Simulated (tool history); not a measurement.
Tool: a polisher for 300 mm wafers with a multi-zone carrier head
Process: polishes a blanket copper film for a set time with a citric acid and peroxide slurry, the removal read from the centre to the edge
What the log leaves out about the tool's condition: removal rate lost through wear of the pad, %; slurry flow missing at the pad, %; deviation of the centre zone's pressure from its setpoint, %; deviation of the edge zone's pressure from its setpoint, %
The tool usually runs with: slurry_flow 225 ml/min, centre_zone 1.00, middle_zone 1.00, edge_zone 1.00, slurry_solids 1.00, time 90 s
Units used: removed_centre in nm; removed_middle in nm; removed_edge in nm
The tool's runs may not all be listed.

run,hour,slurry_flow,centre_zone,middle_zone,edge_zone,slurry_solids,time,wafers since the last listed run,wafers polished on this pad,hours since the slurry nozzle was cleaned,hours since the centre zone pressure was calibrated,hours since the edge zone pressure was calibrated,hours since the carrier head's membrane was replaced,"incoming thickness of the incoming film, nm",removed_centre,removed_middle,removed_edge
1,0.0,225,1.00,1.00,1.00,1.00,90,0,150,481.7,290.7,6.3,4.4,626.0,142.5,145.2,147.8
2,13.1,225,1.00,1.00,1.00,1.00,90,78,228,494.8,303.8,19.4,17.5,631.9,143.1,142.0,148.8
3,19.4,225,1.00,1.00,1.00,1.00,90,37,266,501.1,310.1,25.7,23.8,628.6,144.0,144.8,147.5
# hour 21.5: slurry nozzle cleaned
4,32.8,225,1.00,1.00,1.00,1.00,90,74,340,11.3,323.5,39.1,37.2,636.1,153.8,155.0,154.8
5,43.4,160,1.00,1.00,1.00,1.20,90,63,403,21.9,334.1,49.7,47.8,629.0,151.0,152.1,157.0
6,49.4,225,1.08,1.00,0.94,1.15,118,35,439,27.9,340.1,55.7,53.8,637.2,227.8,214.1,206.2
7,57.2,260,1.00,1.00,1.00,0.70,90,46,485,35.7,347.9,63.5,61.6,627.9,141.4,139.0,142.1
8,65.6,300,1.00,1.00,1.00,1.00,90,50,536,44.1,356.3,71.9,70.0,636.0,159.6,160.9,160.1
9,77.8,225,1.00,0.90,1.00,0.90,98,72,608,56.3,368.5,84.1,82.2,633.8,160.2,154.8,165.1
10,89.0,190,1.00,1.00,0.92,0.70,90,66,675,67.5,379.7,95.3,93.4,628.2,132.5,136.3,133.0
# hour 98.3: centre zone pressure recalibrated
# hour 102.4: worn pad replaced by a new one
11,102.9,225,1.00,1.00,1.00,0.90,119,47,3,81.4,4.6,109.2,107.3,630.3,197.4,194.8,196.8
12,117.3,225,1.11,1.03,1.00,0.75,69,85,89,95.8,19.0,123.6,121.7,619.7,119.4,109.9,107.9
13,128.9,225,0.92,1.00,1.00,1.00,65,69,158,107.4,30.6,135.2,133.3,622.4,100.6,110.0,113.8
14,141.7,190,1.00,1.00,0.92,0.70,90,76,234,120.2,43.4,148.0,146.1,625.3,133.0,132.1,131.1
15,149.5,225,1.09,1.00,0.92,1.00,90,46,281,128.0,51.2,155.8,153.9,622.7,166.1,153.1,149.8
16,158.9,225,1.00,1.00,0.95,1.00,90,56,337,137.4,60.6,165.2,163.3,625.9,151.8,152.8,151.5
17,175.6,225,1.00,1.00,0.96,1.00,100,99,437,154.1,77.3,181.9,180.0,621.3,165.3,169.5,168.0
18,192.9,225,1.00,1.00,1.07,1.00,90,103,540,171.4,94.6,199.2,197.3,638.9,150.7,150.4,160.4
19,199.4,225,1.00,1.00,1.00,1.00,90,38,579,177.9,101.1,205.7,203.8,639.3,151.8,152.2,153.6
20,206.3,225,1.00,1.00,0.97,1.00,90,41,620,184.8,108.0,212.6,210.7,643.0,148.8,153.6,151.5
21,213.9,225,1.00,1.00,1.00,1.00,90,45,665,192.4,115.6,220.2,218.3,632.0,150.5,155.0,154.4
22,228.8,225,1.00,1.00,1.11,1.00,106,88,754,207.3,130.5,235.1,233.2,626.6,176.6,176.9,194.1
23,236.5,205,1.00,1.00,1.00,1.00,60,45,800,215.0,138.2,242.8,240.9,634.5,98.6,99.0,100.0

Below are 3 alternative next runs, each starting from the tool's condition after run 23. Predict each:
A,237.0,225,1.00,1.00,1.00,1.00,90,2,803,215.5,138.7,243.3,241.4,636.2,?,?,?
B,237.0,225,0.97,1.00,1.00,1.00,90,2,803,215.5,138.7,243.3,241.4,636.2,?,?,?
C,237.0,225,0.91,1.00,1.08,1.00,90,2,803,215.5,138.7,243.3,241.4,636.2,?,?,?

run,removed_centre,removed_middle,removed_edge
A,150.7,150.8,154.0
B,146.2,150.8,154.0
C,137.0,150.8,159.5
The same runs, with their run-to-run variation unchanged, on a tool lacking any hidden condition would have given:
run,removed_centre,removed_middle,removed_edge
A,155.2,154.7,157.0
B,150.5,154.7,157.0
C,141.1,154.8,162.6

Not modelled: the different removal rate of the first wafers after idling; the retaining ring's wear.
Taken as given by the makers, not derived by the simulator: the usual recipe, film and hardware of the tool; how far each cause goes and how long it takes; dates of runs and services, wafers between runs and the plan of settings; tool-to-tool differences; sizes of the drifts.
